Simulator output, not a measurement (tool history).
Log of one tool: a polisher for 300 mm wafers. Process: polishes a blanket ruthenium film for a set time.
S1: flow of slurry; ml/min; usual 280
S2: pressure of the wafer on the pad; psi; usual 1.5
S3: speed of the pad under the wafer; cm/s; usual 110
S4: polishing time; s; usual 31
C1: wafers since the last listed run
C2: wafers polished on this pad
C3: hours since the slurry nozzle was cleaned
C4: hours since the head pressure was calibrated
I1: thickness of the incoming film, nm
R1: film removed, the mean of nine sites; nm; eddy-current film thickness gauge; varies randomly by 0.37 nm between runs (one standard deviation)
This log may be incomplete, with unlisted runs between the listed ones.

run 1 hour=0 | S1=280 S2=1.5 S3=110 S4=31 | C1=0 C2=477 C3=64.5 C4=292 | I1=328.1 | R1=30.6
-- hour=53.2 worn pad replaced by a new one
run 2 hour=53.7 | S1=280 S2=1.5 S3=110 S4=31 | C1=367 C2=4 C3=118.2 C4=345.7 | I1=329.9 | R1=33.7
run 3 hour=68.7 | S1=280 S2=1.5 S3=110 S4=31 | C1=111 C2=115 C3=133.2 C4=360.7 | I1=331.6 | R1=33.2
run 4 hour=74.8 | S1=280 S2=1.5 S3=110 S4=31 | C1=45 C2=160 C3=139.3 C4=366.8 | I1=326.5 | R1=32.4
run 5 hour=88.1 | S1=280 S2=1.5 S3=110 S4=31 | C1=98 C2=258 C3=152.6 C4=380.1 | I1=329.8 | R1=31.9
run 6 hour=101.4 | S1=280 S2=1.5 S3=110 S4=31 | C1=98 C2=357 C3=165.9 C4=393.4 | I1=332.2 | R1=31.1
run 7 hour=116.5 | S1=280 S2=1.5 S3=110 S4=31 | C1=111 C2=468 C3=181 C4=408.5 | I1=327.8 | R1=30.9
-- hour=130.2 head pressure recalibrated
run 8 hour=130.7 | S1=280 S2=1.5 S3=110 S4=31 | C1=90 C2=559 C3=195.2 C4=0.5 | I1=325 | R1=30.5
run 9 hour=136.9 | S1=280 S2=1.5 S3=110 S4=31 | C1=45 C2=604 C3=201.4 C4=6.7 | I1=325 | R1=30.4
-- hour=179.4 worn pad replaced by a new one
run 10 hour=188.5 | S1=335 S2=1.5 S3=110 S4=31 | C1=352 C2=67 C3=253 C4=58.3 | I1=334.3 | R1=34.5
run 11 hour=206.4 | S1=335 S2=1.5 S3=110 S4=31 | C1=132 C2=199 C3=270.9 C4=76.2 | I1=337.3 | R1=33.2
run 12 hour=222.2 | S1=335 S2=1.5 S3=110 S4=31 | C1=116 C2=316 C3=286.7 C4=92 | I1=329.3 | R1=32.4
run 13 hour=235 | S1=280 S2=1.5 S3=82 S4=31 | C1=94 C2=411 C3=299.5 C4=104.8 | I1=333 | R1=23.4
run 14 hour=275.4 | S1=280 S2=1.5 S3=82 S4=31 | C1=299 C2=710 C3=339.9 C4=145.2 | I1=331 | R1=22.8
run 15 hour=283.6 | S1=280 S2=1.9 S3=110 S4=31 | C1=60 C2=771 C3=348.1 C4=153.4 | I1=328.6 | R1=38.8
-- hour=294.8 worn pad replaced by a new one
run 16 hour=300.1 | S1=280 S2=1.9 S3=110 S4=31 | C1=92 C2=38 C3=364.6 C4=169.9 | I1=332 | R1=42.9
run 17 hour=312.9 | S1=280 S2=1.9 S3=110 S4=31 | C1=94 C2=133 C3=377.4 C4=182.7 | I1=328.9 | R1=41.5
-- hour=321.5 slurry nozzle cleaned
run 18 hour=325.5 | S1=230 S2=1.5 S3=110 S4=35 | C1=85 C2=219 C3=4 C4=195.3 | I1=327.9 | R1=35.3
run 19 hour=340.1 | S1=280 S2=1.5 S3=110 S4=31 | C1=108 C2=327 C3=18.6 C4=209.9 | I1=327.3 | R1=30.6
run 20 hour=349.2 | S1=185 S2=1.2 S3=98 S4=37 | C1=67 C2=394 C3=27.7 C4=219 | I1=329.9 | R1=24.7
run 21 hour=363 | S1=215 S2=1.1 S3=94 S4=23 | C1=102 C2=497 C3=41.5 C4=232.8 | I1=330 | R1=13.5
run 22 hour=377.3 | S1=195 S2=1.7 S3=110 S4=31 | C1=105 C2=602 C3=55.8 C4=247.1 | I1=331.2 | R1=33.1
run 23 hour=394.9 | S1=280 S2=1.2 S3=110 S4=38 | C1=130 C2=733 C3=73.4 C4=264.7 | I1=328 | R1=29.1
run 24 hour=407.6 | S1=215 S2=1.1 S3=140 S4=27 | C1=93 C2=827 C3=86.1 C4=277.4 | I1=330.4 | R1=23.5
run 25 hour=422.2 | S1=250 S2=1.5 S3=110 S4=31 | C1=108 C2=935 C3=100.7 C4=292 | I1=332 | R1=29.4
-- hour=434.1 worn pad replaced by a new one
run 26 hour=434.6 | S1=215 S2=1.1 S3=110 S4=28 | C1=62 C2=3 C3=113.1 C4=304.4 | I1=329.8 | R1=22.7
run 27 hour=449.7 | S1=280 S2=1.5 S3=110 S4=31 | C1=111 C2=115 C3=128.2 C4=319.5 | I1=328.9 | R1=33.1
run 28 hour=458.5 | S1=280 S2=1.5 S3=110 S4=31 | C1=65 C2=180 C3=137 C4=328.3 | I1=331.1 | R1=32.4
-- hour=466.1 head pressure recalibrated
run 29 hour=510.1 | S1=210 S2=1.5 S3=110 S4=37 | C1=367 C2=547 C3=188.6 C4=44 | I1=334.6 | R1=35.6
run 30 hour=526.1 | S1=280 S2=1.5 S3=126 S4=31 | C1=118 C2=666 C3=204.6 C4=60 | I1=325.9 | R1=35.1
-- hour=564.2 worn pad replaced by a new one
run 31 hour=564.7 | S1=280 S2=1.7 S3=120 S4=31 | C1=256 C2=3 C3=243.2 C4=98.6 | I1=327.2 | R1=41.7
run 32 hour=577.9 | S1=240 S2=1.2 S3=110 S4=31 | C1=97 C2=101 C3=256.4 C4=111.8 | I1=333.2 | R1=26.1

Predict the results of run 33:
run 33 hour=593.5 | S1=280 S2=1.3 S3=110 S4=31 | C1=115 C2=216 C3=272 C4=127.4 | I1=329.8 | R1=?

{"run 33": {"R1": 27.3}}
Minus the tool's unlogged condition, the same run would have read R1 29.5 nm.
